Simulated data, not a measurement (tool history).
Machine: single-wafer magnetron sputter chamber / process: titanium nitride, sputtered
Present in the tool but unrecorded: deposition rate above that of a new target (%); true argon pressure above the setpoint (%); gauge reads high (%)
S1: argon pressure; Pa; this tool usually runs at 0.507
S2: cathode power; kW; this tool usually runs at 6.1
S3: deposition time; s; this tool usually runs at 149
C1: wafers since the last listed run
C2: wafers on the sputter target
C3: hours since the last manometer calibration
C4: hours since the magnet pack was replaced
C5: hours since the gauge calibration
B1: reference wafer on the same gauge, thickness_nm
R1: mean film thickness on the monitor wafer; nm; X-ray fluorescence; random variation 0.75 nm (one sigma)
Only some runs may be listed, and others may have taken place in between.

| run | hour | S1 | S2 | S3 | C1 | C2 | C3 | C4 | C5 | B1 | R1 |
|---|---|---|---|---|---|---|---|---|---|---|---|
| 1 | 0 | 0.464 | 6.1 | 149 | 0 | 3435 | 1080.2 | 6147.4 | 631.5 | 167.796 | 156.397 |
| 2 | 60.5 | 0.507 | 6.1 | 149 | 543 | 3979 | 1140.7 | 6207.9 | 692 | 167.62 | 155.391 |
| 3 | 121 | 0.507 | 6.1 | 149 | 543 | 4522 | 1201.2 | 6268.4 | 752.5 | 168.432 | 156.433 |
| 4 | 219.7 | 0.507 | 6.1 | 149 | 886 | 5409 | 1299.9 | 6367.1 | 851.2 | 167.925 | 154.069 |
| 5 | 268.4 | 0.414 | 6.1 | 149 | 437 | 5846 | 1348.6 | 6415.8 | 899.9 | 168.282 | 159.3 |
| 6 | 363.8 | 0.414 | 6.1 | 149 | 856 | 6703 | 1444 | 6511.2 | 995.3 | 167.714 | 157.948 |
| 7 | 461.8 | 0.507 | 6.1 | 149 | 880 | 7583 | 1542 | 6609.2 | 1093.3 | 168.074 | 155.101 |
|  | 533.2 | sputter target and shields replaced |
| 8 | 559.6 | 0.507 | 6.1 | 149 | 806 | 237 | 1639.8 | 6707 | 1191.1 | 168.328 | 155.783 |
|  | 578.2 | gauge calibrated |
| 9 | 635.5 | 0.567 | 6.1 | 149 | 681 | 919 | 1715.7 | 6782.9 | 57.3 | 168.483 | 154.029 |
| 10 | 706.9 | 0.444 | 6.1 | 160 | 641 | 1560 | 1787.1 | 6854.3 | 128.7 | 168.018 | 169.897 |
|  | 730.8 | magnet pack replaced |
| 11 | 773.5 | 0.507 | 6.1 | 149 | 526 | 2087 | 1853.7 | 42.7 | 195.3 | 167.639 | 156.838 |
| 12 | 846.7 | 0.667 | 6.1 | 166 | 657 | 2744 | 1926.9 | 115.9 | 268.5 | 168.087 | 167.909 |
|  | 938.3 | capacitance manometer re-zeroed and calibrated |
| 13 | 948.2 | 0.507 | 6.1 | 149 | 839 | 3584 | 9.9 | 217.4 | 370 | 167.932 | 155.196 |
| 14 | 1010.4 | 0.417 | 5.6 | 126 | 558 | 4143 | 72.1 | 279.6 | 432.2 | 168.206 | 124.396 |
| 15 | 1078.2 | 0.507 | 6.1 | 149 | 609 | 4752 | 139.9 | 347.4 | 500 | 167.891 | 156.421 |
| 16 | 1185.8 | 0.412 | 5.7 | 131 | 966 | 5718 | 247.5 | 455 | 607.6 | 167.695 | 130.517 |
| 17 | 1239.4 | 0.507 | 6.7 | 162 | 481 | 6200 | 301.1 | 508.6 | 661.2 | 167.869 | 184.322 |

Take each entry between the runs: how does the hidden state at the last listed run before it differ from the hidden state at the first listed run after it?
After run 7, before run 8: sputter target and shields replaced (hour 533.2)
  no difference in the tool's unlogged condition between these two runs
After run 8, before run 9: gauge calibrated (hour 578.2)
  no difference in the tool's unlogged condition between these two runs
After run 10, before run 11: magnet pack replaced (hour 730.8)
  no difference in the tool's unlogged condition between these two runs
After run 12, before run 13: capacitance manometer re-zeroed and calibrated (hour 938.3)
  no difference in the tool's unlogged condition between these two runs
